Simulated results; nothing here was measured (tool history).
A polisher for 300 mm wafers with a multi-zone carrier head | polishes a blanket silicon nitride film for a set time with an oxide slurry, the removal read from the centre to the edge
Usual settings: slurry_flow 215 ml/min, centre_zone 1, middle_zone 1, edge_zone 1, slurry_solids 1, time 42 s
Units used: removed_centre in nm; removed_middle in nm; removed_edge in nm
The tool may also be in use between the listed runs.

run,hour,slurry_flow,centre_zone,middle_zone,edge_zone,slurry_solids,time,wafers since the last listed run,wafers polished on this pad,hours since the slurry nozzle was cleaned,hours since the centre zone pressure was calibrated,hours since the edge zone pressure was calibrated,hours since the carrier head's membrane was replaced,"incoming thickness of the incoming film, nm",removed_centre,removed_middle,removed_edge
1,0,170,1.08,1,0.92,1,29,0,550,127.1,769.5,68.5,1895.7,343.6,16.9,16.2,15.3
2,11.3,215,0.95,1,1,1,42,137,688,138.4,780.8,79.8,1907,340.4,22.8,24.2,23.8
3,18,275,0.94,1,0.94,0.7,42,81,769,145.1,787.5,86.5,1913.7,339.4,19.8,21.2,20.4
# hour 30.9: carrier head's membrane replaced by a new one
4,31.4,185,1,1,0.91,0.8,42,102,871,158.5,800.9,99.9,0.5,339.5,20.9,21.4,20.9
5,44.8,215,1,1,1.05,1,57,162,1034,171.9,814.3,113.3,13.9,341.8,31.4,32,32.6
6,51.5,215,0.95,1,1,0.85,42,81,1116,178.6,821,120,20.6,333.5,20.9,22.1,21.9
7,69.1,215,1,1,1,1,42,214,1330,196.2,838.6,137.6,38.2,341.2,22.7,23.1,22.5
# hour 78.5: worn pad replaced by a new one
8,86.8,215,1,1,1,1,42,166,100,213.9,856.3,155.3,55.9,333.3,24.1,24.4,23.9
9,104.5,215,1,1,1,1,42,215,315,231.6,874,173,73.6,339.5,24.1,24.2,23.9
10,116.5,180,1,1.05,1,1,42,145,461,243.6,886,185,85.6,338.6,23.1,24.4,23.1
# hour 131.7: centre zone pressure recalibrated
11,133.6,215,1,1,0.96,1,42,183,645,260.7,1.9,202.1,102.7,341.2,23.7,23.8,22.9
12,147.6,215,1,1,1,1.25,50,170,815,274.7,15.9,216.1,116.7,334.2,30.3,30.2,30.6
13,159.8,175,1,0.93,1,1,42,148,963,286.9,28.1,228.3,128.9,339.4,22.8,21.7,23
14,172.6,215,1,1,1,1,42,155,1119,299.7,40.9,241.1,141.7,341.7,23.3,23.4,23.3
15,190.3,195,1,1,1.09,1,42,215,1334,317.4,58.6,258.8,159.4,334.6,22.7,22.8,23.7
16,198.8,275,0.89,1,1,1,42,103,1438,325.9,67.1,267.3,167.9,338.7,21.3,23.7,23.1
# hour 212.7: worn pad replaced by a new one
17,213.2,175,1.1,1,1,1,42,126,5,340.3,81.5,281.7,182.3,341.6,25.4,24.1,23.7
18,218.2,215,1,1,1,1,42,60,66,345.3,86.5,286.7,187.3,338.5,24.1,24.4,23.7
19,224.7,215,1.09,1,1,1,42,79,145,351.8,93,293.2,193.8,336.3,25.8,24.3,24
20,235.9,215,1.07,1.08,1,1,42,136,281,363,104.2,304.4,205,339.5,25.2,25.9,24.1
21,253.8,215,1,1,1,1,42,217,499,380.9,122.1,322.3,222.9,347.1,24,24,23.8
22,270.8,215,1,1,1,1,42,206,705,397.9,139.1,339.3,239.9,343.4,23.7,23.9,23.4

Below are 4 alternative next runs, each starting from the tool's condition after run 22. Predict each:
A,271.2,215,1,1,1,1,42,4,710,398.3,139.5,339.7,240.3,343.6,?,?,?
B,271.2,215,1.05,1,1,1,42,4,710,398.3,139.5,339.7,240.3,343.6,?,?,?
C,271.2,190,1,1,0.97,1,42,4,710,398.3,139.5,339.7,240.3,343.6,?,?,?
D,271.2,215,0.96,1.08,0.95,1.1,42,4,710,398.3,139.5,339.7,240.3,343.6,?,?,?

run,removed_centre,removed_middle,removed_edge
A,23.8,23.6,23
B,24.8,23.6,23
C,23.5,23.3,22.5
D,23.9,26.1,23.3
Without the tool's unlogged condition, the same runs would have read:
run,removed_centre,removed_middle,removed_edge
A,24.7,24.4,23.9
B,25.7,24.4,23.9
C,24.3,24.1,23.3
D,24.8,27,24.1
